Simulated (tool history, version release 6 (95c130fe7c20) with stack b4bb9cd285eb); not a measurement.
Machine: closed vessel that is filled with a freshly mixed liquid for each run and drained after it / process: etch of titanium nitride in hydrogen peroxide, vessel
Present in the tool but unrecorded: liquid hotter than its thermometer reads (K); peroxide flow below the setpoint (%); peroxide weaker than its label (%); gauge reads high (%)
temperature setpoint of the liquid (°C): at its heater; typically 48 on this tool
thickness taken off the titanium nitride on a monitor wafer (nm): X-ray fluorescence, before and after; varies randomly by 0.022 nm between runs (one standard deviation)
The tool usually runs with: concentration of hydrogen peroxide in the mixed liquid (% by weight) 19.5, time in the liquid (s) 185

| run | hour | temperature setpoint of the liquid (°C) | concentration of hydrogen peroxide in the mixed liquid (% by weight) | time in the liquid (s) | wafers since the last listed run | hours since the thermometer was replaced | hours since the peroxide flow meter was replaced | hours since the drum of peroxide was connected | hours since the gauge calibration | read-back film thickness of the titanium nitride reference wafer, read on the same gauge (nm) | thickness taken off the titanium nitride on a monitor wafer (nm) |
|---|---|---|---|---|---|---|---|---|---|---|---|
| 1 | 0 | 48 | 15.5 | 185 | 0 | 1408.1 | 461.5 | 1133 | 343 | 79.99 | 4.917 |
| 2 | 28 | 48 | 15.5 | 185 | 3274 | 1436.1 | 489.5 | 1161 | 371 | 79.999 | 4.867 |
| 3 | 41.7 | 42 | 19.5 | 185 | 1602 | 1449.8 | 503.2 | 1174.7 | 384.7 | 80.011 | 3.319 |
| 4 | 101.2 | 48 | 19.5 | 185 | 6958 | 1509.3 | 562.7 | 1234.2 | 444.2 | 80.002 | 5.169 |
|  | 160.7 | thermometer replaced |
|  | 165.9 | gauge calibrated |
| 5 | 183.8 | 48 | 19.5 | 185 | 9543 | 23.1 | 645.3 | 1316.8 | 17.9 | 80.009 | 4.261 |
| 6 | 196 | 48 | 19.5 | 185 | 1426 | 35.3 | 657.5 | 1329 | 30.1 | 79.982 | 4.29 |
| 7 | 228.7 | 48 | 19.5 | 185 | 3824 | 68 | 690.2 | 1361.7 | 62.8 | 80.008 | 4.325 |
| 8 | 241.6 | 57 | 14 | 185 | 1508 | 80.9 | 703.1 | 1374.6 | 75.7 | 79.966 | 7.646 |
|  | 264 | new drum of peroxide connected |
| 9 | 274.9 | 38.5 | 19.5 | 185 | 3777 | 114.2 | 736.4 | 10.9 | 109 | 79.988 | 2.13 |
| 10 | 307.8 | 48 | 19.5 | 185 | 3847 | 147.1 | 769.3 | 43.8 | 141.9 | 80.008 | 4.387 |
|  | 351.5 | peroxide flow meter replaced |
| 11 | 407.1 | 56.5 | 25 | 95 | 11496 | 246.4 | 55.6 | 143.1 | 241.2 | 80.032 | 4.364 |
| 12 | 429.7 | 54 | 25.5 | 215 | 2643 | 269 | 78.2 | 165.7 | 263.8 | 79.989 | 8.381 |
| 13 | 442.1 | 39 | 19.5 | 100 | 1450 | 281.4 | 90.6 | 178.1 | 276.2 | 80.023 | 1.214 |
| 14 | 459.2 | 48 | 19.5 | 185 | 1999 | 298.5 | 107.7 | 195.2 | 293.3 | 79.949 | 4.428 |

Entry by entry between the runs, the difference in hidden state between the last listed run before and the first listed run after:
Runs 4 to 5: thermometer replaced (hour 160.7); gauge calibrated (hour 165.9)
  liquid hotter than its thermometer reads (K): 2.9 -> 0.385
  measured value less the no-hidden-state value, thickness taken off the titanium nitride on a monitor wafer (nm): +0.979 -> +0.117
Runs 8 to 9: new drum of peroxide connected (hour 264)
  liquid hotter than its thermometer reads (K): 0.487 -> 0.545
  measured value less the no-hidden-state value, thickness taken off the titanium nitride on a monitor wafer (nm): +0.255 -> +0.089
Runs 10 to 11: peroxide flow meter replaced (hour 351.5)
  liquid hotter than its thermometer reads (K): 0.603 -> 0.777
  measured value less the no-hidden-state value, thickness taken off the titanium nitride on a monitor wafer (nm): +0.188 -> +0.23
